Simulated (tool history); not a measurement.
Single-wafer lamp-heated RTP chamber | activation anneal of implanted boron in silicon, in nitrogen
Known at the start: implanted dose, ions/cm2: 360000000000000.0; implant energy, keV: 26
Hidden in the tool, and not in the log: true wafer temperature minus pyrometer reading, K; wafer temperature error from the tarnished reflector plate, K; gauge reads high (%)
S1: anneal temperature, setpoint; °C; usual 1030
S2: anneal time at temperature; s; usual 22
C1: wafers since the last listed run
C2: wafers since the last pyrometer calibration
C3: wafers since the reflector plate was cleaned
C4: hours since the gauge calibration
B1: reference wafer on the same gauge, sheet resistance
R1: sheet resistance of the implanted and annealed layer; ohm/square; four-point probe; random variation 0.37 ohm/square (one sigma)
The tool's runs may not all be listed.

run 1 hour=0.0 | S1=1053 S2=22 | C1=0 C2=8215 C3=4484 C4=2272.2 | B1=202.55 | R1=244.45
run 2 hour=102.4 | S1=1030 S2=30 | C1=1906 C2=10121 C3=6390 C4=2374.6 | B1=202.43 | R1=245.10
run 3 hour=162.2 | S1=1030 S2=30 | C1=1113 C2=11235 C3=7503 C4=2434.4 | B1=202.40 | R1=244.80
-- hour=202.8 pyrometer window cleaned and pyrometer calibrated
run 4 hour=271.7 | S1=1030 S2=12 | C1=1889 C2=1281 C3=9393 C4=2543.9 | B1=202.29 | R1=247.91
-- hour=342.4 reflector plate cleaned
run 5 hour=352.2 | S1=1030 S2=12 | C1=1349 C2=2631 C3=181 C4=2624.4 | B1=202.31 | R1=246.65
run 6 hour=418.8 | S1=1052 S2=22 | C1=1239 C2=3871 C3=1421 C4=2691.0 | B1=202.25 | R1=244.73
run 7 hour=515.1 | S1=1030 S2=22 | C1=1792 C2=5664 C3=3214 C4=2787.3 | B1=202.15 | R1=245.32
run 8 hour=583.6 | S1=1030 S2=22 | C1=1275 C2=6939 C3=4489 C4=2855.8 | B1=202.12 | R1=245.45
run 9 hour=801.5 | S1=1030 S2=22 | C1=4056 C2=10995 C3=8546 C4=3073.7 | B1=201.93 | R1=245.43
run 10 hour=907.7 | S1=1030 S2=22 | C1=1977 C2=12972 C3=10523 C4=3179.9 | B1=201.91 | R1=245.03
-- hour=932.8 pyrometer window cleaned and pyrometer calibrated
run 11 hour=1003.3 | S1=1009 S2=22 | C1=1630 C2=1313 C3=12153 C4=3275.5 | B1=201.83 | R1=248.46
-- hour=1059.7 reflector plate cleaned
run 12 hour=1092.4 | S1=1009 S2=22 | C1=1509 C2=2822 C3=609 C4=3364.6 | B1=201.79 | R1=248.48
run 13 hour=1152.3 | S1=1009 S2=22 | C1=1115 C2=3937 C3=1724 C4=3424.5 | B1=201.71 | R1=247.71
run 14 hour=1209.1 | S1=1030 S2=18 | C1=1057 C2=4995 C3=2782 C4=3481.3 | B1=201.69 | R1=244.79
run 15 hour=1275.6 | S1=1030 S2=18 | C1=1237 C2=6233 C3=4019 C4=3547.8 | B1=201.63 | R1=245.11
run 16 hour=1368.0 | S1=1009 S2=22 | C1=1720 C2=7953 C3=5740 C4=3640.2 | B1=201.54 | R1=247.98
run 17 hour=1443.5 | S1=1030 S2=22 | C1=1405 C2=9359 C3=7145 C4=3715.7 | B1=201.44 | R1=244.85
run 18 hour=1479.7 | S1=1030 S2=22 | C1=673 C2=10032 C3=7819 C4=3751.9 | B1=201.41 | R1=244.07
run 19 hour=1546.4 | S1=1030 S2=22 | C1=1241 C2=11274 C3=9061 C4=3818.6 | B1=201.38 | R1=244.93
run 20 hour=1593.6 | S1=1014 S2=14 | C1=878 C2=12153 C3=9939 C4=3865.8 | B1=201.39 | R1=248.27
run 21 hour=1652.3 | S1=1030 S2=10 | C1=1092 C2=13246 C3=11032 C4=3924.5 | B1=201.32 | R1=246.35
-- hour=1660.5 pyrometer window cleaned and pyrometer calibrated
run 22 hour=1736.9 | S1=1015 S2=29 | C1=1426 C2=1421 C3=12458 C4=4009.1 | B1=201.25 | R1=245.49
-- hour=1779.6 reflector plate cleaned
run 23 hour=1783.0 | S1=1016 S2=32 | C1=709 C2=2130 C3=63 C4=4055.2 | B1=201.15 | R1=245.57
run 24 hour=1846.7 | S1=1056 S2=15 | C1=1185 C2=3316 C3=1249 C4=4118.9 | B1=201.07 | R1=243.54
-- hour=1864.3 gauge calibrated
run 25 hour=1924.7 | S1=1030 S2=22 | C1=1452 C2=4768 C3=2701 C4=60.4 | B1=202.92 | R1=247.03
run 26 hour=2003.4 | S1=1059 S2=13 | C1=1465 C2=6233 C3=4166 C4=139.1 | B1=202.90 | R1=245.38
run 27 hour=2083.8 | S1=1038 S2=29 | C1=1496 C2=7730 C3=5663 C4=219.5 | B1=202.92 | R1=245.53
run 28 hour=2178.6 | S1=1051 S2=14 | C1=1764 C2=9495 C3=7428 C4=314.3 | B1=202.97 | R1=245.25
run 29 hour=2261.9 | S1=1057 S2=34 | C1=1550 C2=11046 C3=8979 C4=397.6 | B1=202.87 | R1=243.33
run 30 hour=2320.9 | S1=1060 S2=22 | C1=1098 C2=12144 C3=10077 C4=456.6 | B1=202.83 | R1=244.51
-- hour=2363.9 pyrometer window cleaned and pyrometer calibrated
run 31 hour=2405.0 | S1=1030 S2=22 | C1=1416 C2=764 C3=11494 C4=540.7 | B1=202.94 | R1=246.58
-- hour=2473.4 reflector plate cleaned
run 32 hour=2481.4 | S1=1030 S2=22 | C1=1273 C2=2037 C3=149 C4=617.1 | B1=202.87 | R1=246.03
run 33 hour=2540.2 | S1=1030 S2=29 | C1=1094 C2=3132 C3=1244 C4=675.9 | B1=202.85 | R1=245.82
run 34 hour=2627.5 | S1=1030 S2=22 | C1=1625 C2=4757 C3=2869 C4=763.2 | B1=202.92 | R1=247.07
run 35 hour=2699.7 | S1=1046 S2=22 | C1=1344 C2=6101 C3=4213 C4=835.4 | B1=202.79 | R1=244.57
run 36 hour=2772.2 | S1=1006 S2=22 | C1=1349 C2=7451 C3=5563 C4=907.9 | B1=202.80 | R1=249.77

Measured less the same run without the tool's hidden state. The same run-to-run variation is in both; the gauge's scatter may not be:
run=1 R1=-0.62
run=2 R1=-0.69
run=3 R1=-0.73
run=4 R1=-0.82
run=5 R1=-0.87
run=6 R1=-0.92
run=7 R1=-1.00
run=8 R1=-1.05
run=9 R1=-1.24
run=10 R1=-1.33
run=11 R1=-1.44
run=12 R1=-1.53
run=13 R1=-1.57
run=14 R1=-1.61
run=15 R1=-1.68
run=16 R1=-1.81
run=17 R1=-1.85
run=18 R1=-1.89
run=19 R1=-1.97
run=20 R1=-2.05
run=21 R1=-2.10
run=22 R1=-2.19
run=23 R1=-2.25
run=24 R1=-2.31
run=25 R1=-0.13
run=26 R1=-0.12
run=27 R1=-0.13
run=28 R1=-0.14
run=29 R1=-0.15
run=30 R1=-0.15
run=31 R1=-0.16
run=32 R1=-0.18
run=33 R1=-0.19
run=34 R1=-0.21
run=35 R1=-0.22
run=36 R1=-0.24

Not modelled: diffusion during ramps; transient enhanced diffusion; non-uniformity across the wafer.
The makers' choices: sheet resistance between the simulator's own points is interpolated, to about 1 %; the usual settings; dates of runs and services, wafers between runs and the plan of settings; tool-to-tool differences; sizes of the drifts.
